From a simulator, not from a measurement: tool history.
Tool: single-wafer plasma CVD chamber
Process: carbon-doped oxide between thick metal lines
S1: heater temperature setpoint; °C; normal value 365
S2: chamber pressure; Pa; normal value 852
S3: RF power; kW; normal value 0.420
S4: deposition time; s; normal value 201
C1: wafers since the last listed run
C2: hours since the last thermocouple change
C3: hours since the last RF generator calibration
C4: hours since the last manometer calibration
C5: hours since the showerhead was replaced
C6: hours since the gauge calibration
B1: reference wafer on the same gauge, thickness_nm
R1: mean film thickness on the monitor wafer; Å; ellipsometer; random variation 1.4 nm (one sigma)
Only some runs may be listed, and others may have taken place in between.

| run | hour | S1 | S2 | S3 | S4 | C1 | C2 | C3 | C4 | C5 | C6 | B1 | R1 |
|---|---|---|---|---|---|---|---|---|---|---|---|---|---|
| 1 | 0.0 | 373 | 852 | 0.395 | 201 | 0 | 1373.0 | 1153.1 | 2272.9 | 3625.7 | 74.0 | 993.826 | 8600.92 |
| 2 | 8.1 | 373 | 852 | 0.395 | 201 | 38 | 1381.1 | 1161.2 | 2281.0 | 3633.8 | 82.1 | 993.694 | 8577.65 |
| 3 | 21.2 | 365 | 852 | 0.420 | 201 | 61 | 1394.2 | 1174.3 | 2294.1 | 3646.9 | 95.2 | 994.294 | 8989.32 |
| 4 | 29.3 | 365 | 852 | 0.420 | 201 | 38 | 1402.3 | 1182.4 | 2302.2 | 3655.0 | 103.3 | 994.088 | 8988.37 |
| 5 | 47.3 | 365 | 852 | 0.420 | 201 | 84 | 1420.3 | 1200.4 | 2320.2 | 3673.0 | 121.3 | 993.835 | 8977.22 |
| 6 | 58.0 | 365 | 852 | 0.420 | 201 | 50 | 1431.0 | 1211.1 | 2330.9 | 3683.7 | 132.0 | 994.021 | 8965.30 |
| 7 | 66.5 | 365 | 852 | 0.420 | 201 | 40 | 1439.5 | 1219.6 | 2339.4 | 3692.2 | 140.5 | 993.794 | 8954.00 |
| 8 | 84.0 | 365 | 852 | 0.475 | 201 | 82 | 1457.0 | 1237.1 | 2356.9 | 3709.7 | 158.0 | 993.997 | 9471.46 |
| 9 | 100.5 | 365 | 852 | 0.475 | 201 | 77 | 1473.5 | 1253.6 | 2373.4 | 3726.2 | 174.5 | 993.883 | 9472.53 |
| 10 | 107.7 | 368 | 852 | 0.420 | 201 | 33 | 1480.7 | 1260.8 | 2380.6 | 3733.4 | 181.7 | 994.094 | 8904.71 |
| 11 | 115.1 | 365 | 852 | 0.420 | 201 | 34 | 1488.1 | 1268.2 | 2388.0 | 3740.8 | 189.1 | 993.706 | 8952.99 |
| 12 | 127.3 | 374 | 1061 | 0.375 | 163 | 57 | 1500.3 | 1280.4 | 2400.2 | 3753.0 | 201.3 | 993.994 | 6914.45 |
| 13 | 140.8 | 365 | 852 | 0.475 | 201 | 63 | 1513.8 | 1293.9 | 2413.7 | 3766.5 | 214.8 | 994.047 | 9475.69 |
| 14 | 149.6 | 361 | 677 | 0.350 | 164 | 41 | 1522.6 | 1302.7 | 2422.5 | 3775.3 | 223.6 | 994.263 | 6509.65 |
| 15 | 165.9 | 359 | 1061 | 0.490 | 201 | 76 | 1538.9 | 1319.0 | 2438.8 | 3791.6 | 239.9 | 994.154 | 9963.26 |
|  | 190.7 | thermocouple changed; heater temperature recalibrated |
|  | 195.9 | capacitance manometer re-zeroed and calibrated |
| 16 | 196.4 | 365 | 852 | 0.420 | 201 | 81 | 5.7 | 1349.5 | 0.5 | 3822.1 | 270.4 | 993.799 | 8934.80 |
|  | 198.3 | gauge calibrated |
|  | 212.2 | RF generator calibrated |
|  | 218.1 | showerhead replaced |
| 17 | 218.6 | 365 | 852 | 0.420 | 201 | 38 | 27.9 | 6.4 | 22.7 | 0.5 | 20.3 | 993.963 | 9303.93 |
| 18 | 221.7 | 352 | 1041 | 0.475 | 173 | 14 | 31.0 | 9.5 | 25.8 | 3.6 | 23.4 | 994.093 | 8938.99 |
| 19 | 238.0 | 356 | 852 | 0.460 | 201 | 76 | 47.3 | 25.8 | 42.1 | 19.9 | 39.7 | 993.903 | 9938.22 |
| 20 | 255.0 | 365 | 852 | 0.465 | 190 | 80 | 64.3 | 42.8 | 59.1 | 36.9 | 56.7 | 993.969 | 9217.37 |
| 21 | 269.6 | 374 | 1008 | 0.485 | 201 | 68 | 78.9 | 57.4 | 73.7 | 51.5 | 71.3 | 994.294 | 9885.42 |
| 22 | 277.1 | 373 | 768 | 0.420 | 166 | 35 | 86.4 | 64.9 | 81.2 | 59.0 | 78.8 | 994.069 | 7412.34 |
| 23 | 291.1 | 365 | 852 | 0.420 | 201 | 65 | 100.4 | 78.9 | 95.2 | 73.0 | 92.8 | 993.773 | 9301.79 |
| 24 | 297.6 | 365 | 757 | 0.360 | 172 | 30 | 106.9 | 85.4 | 101.7 | 79.5 | 99.3 | 993.788 | 7302.09 |
| 25 | 306.4 | 351 | 852 | 0.360 | 201 | 41 | 115.7 | 94.2 | 110.5 | 88.3 | 108.1 | 994.412 | 9006.29 |
| 26 | 314.3 | 350 | 667 | 0.390 | 201 | 37 | 123.6 | 102.1 | 118.4 | 96.2 | 116.0 | 993.976 | 8910.00 |
| 27 | 329.6 | 365 | 671 | 0.420 | 166 | 72 | 138.9 | 117.4 | 133.7 | 111.5 | 131.3 | 994.238 | 7328.45 |

Some steps in R1, run to run, broken into two amounts with sign: the step expected even without the hidden condition (settings, incoming material, random variation), and the rest, left for the hidden condition together with whatever gauge scatter is not in both the measured and the hidden-condition-free result:
Hidden state at play: wafer temperature above the value expected at the setpoint (K); delivered RF power above the setpoint (%); true pressure above the setpoint (%); gauge reads high (%).
Run 13 -> 14: S1 365 -> 361, S2 852 -> 677, S3 0.475 -> 0.350, S4 201 -> 164. R1 -2966.04 Å: hidden state +119.84, all else -3085.88.
Run 14 -> 15: S1 361 -> 359, S2 677 -> 1061, S3 0.350 -> 0.490, S4 164 -> 201. R1 +3453.61 Å: hidden state -131.51, all else +3585.12.
Run 16 -> 17: gauge calibrated, RF generator calibrated, showerhead replaced. R1 +369.13 Å: hidden state +372.95, all else -3.82.
